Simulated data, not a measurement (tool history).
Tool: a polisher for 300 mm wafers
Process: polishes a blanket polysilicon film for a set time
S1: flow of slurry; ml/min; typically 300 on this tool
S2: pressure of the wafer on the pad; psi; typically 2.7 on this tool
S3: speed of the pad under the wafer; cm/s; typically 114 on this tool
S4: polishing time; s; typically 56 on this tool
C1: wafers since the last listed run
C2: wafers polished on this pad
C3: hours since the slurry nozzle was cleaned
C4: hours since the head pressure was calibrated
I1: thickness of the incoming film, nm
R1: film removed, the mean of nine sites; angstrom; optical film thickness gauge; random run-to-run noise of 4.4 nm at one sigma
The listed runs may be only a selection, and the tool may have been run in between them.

| run | hour | S1 | S2 | S3 | S4 | C1 | C2 | C3 | C4 | I1 | R1 |
|---|---|---|---|---|---|---|---|---|---|---|---|
| 1 | 0.0 | 300 | 2.7 | 114 | 44 | 0 | 425 | 696.8 | 600.3 | 2096.5 | 4129 |
|  | 8.9 | worn pad replaced by a new one |
| 2 | 20.0 | 300 | 2.7 | 114 | 44 | 146 | 101 | 716.8 | 620.3 | 2103.9 | 4325 |
| 3 | 33.0 | 300 | 2.7 | 114 | 44 | 118 | 220 | 729.8 | 633.3 | 2144.8 | 4310 |
|  | 66.2 | worn pad replaced by a new one |
| 4 | 66.7 | 300 | 2.2 | 114 | 56 | 271 | 4 | 763.5 | 667.0 | 2146.5 | 4635 |
| 5 | 91.7 | 300 | 2.2 | 114 | 56 | 228 | 233 | 788.5 | 692.0 | 2096.1 | 4387 |
|  | 98.1 | slurry nozzle cleaned |
| 6 | 108.7 | 300 | 2.7 | 94 | 56 | 146 | 379 | 10.6 | 709.0 | 2137.6 | 4489 |
|  | 117.4 | worn pad replaced by a new one |
| 7 | 123.8 | 300 | 2.7 | 94 | 56 | 101 | 58 | 25.7 | 724.1 | 2101.5 | 4677 |
| 8 | 152.5 | 220 | 2.7 | 114 | 56 | 262 | 321 | 54.4 | 752.8 | 2079.5 | 5184 |
| 9 | 165.6 | 360 | 2.7 | 114 | 56 | 119 | 440 | 67.5 | 765.9 | 2095.9 | 5411 |
|  | 171.5 | worn pad replaced by a new one, of another model than before |
| 10 | 180.9 | 265 | 2.0 | 114 | 56 | 103 | 85 | 82.8 | 781.2 | 2117.9 | 4539 |
|  | 187.1 | head pressure recalibrated |
| 11 | 198.2 | 380 | 3.4 | 150 | 38 | 139 | 225 | 100.1 | 11.1 | 2102.7 | 5366 |
| 12 | 210.4 | 300 | 2.7 | 114 | 56 | 111 | 336 | 112.3 | 23.3 | 2107.9 | 5393 |
|  | 221.9 | worn pad replaced by a new one |
| 13 | 243.0 | 300 | 2.7 | 132 | 56 | 261 | 192 | 144.9 | 55.9 | 2098.2 | 5985 |
| 14 | 259.6 | 300 | 3.4 | 80 | 56 | 151 | 344 | 161.5 | 72.5 | 2098.6 | 5218 |
|  | 280.3 | worn pad replaced by a new one |
| 15 | 288.1 | 300 | 2.7 | 114 | 56 | 223 | 71 | 190.0 | 101.0 | 2132.5 | 5567 |

A few steps of R1 between consecutive runs. Split each: what settings, incoming material and random variation would produce without the hidden state, and what is left over for the hidden state, along with gauge scatter present in only one of the two compared results (measured, and without hidden state):
The hidden state here: removal rate lost through wear of the pad, %; slurry flow missing at the pad, %; deviation of the head's pressure from its setpoint, %.
Run 9 -> 10: S1 360 -> 265, S2 2.7 -> 2.0, worn pad replaced by a new one, of another model than before. R1 -872 angstrom: hidden state +304, all else -1176.

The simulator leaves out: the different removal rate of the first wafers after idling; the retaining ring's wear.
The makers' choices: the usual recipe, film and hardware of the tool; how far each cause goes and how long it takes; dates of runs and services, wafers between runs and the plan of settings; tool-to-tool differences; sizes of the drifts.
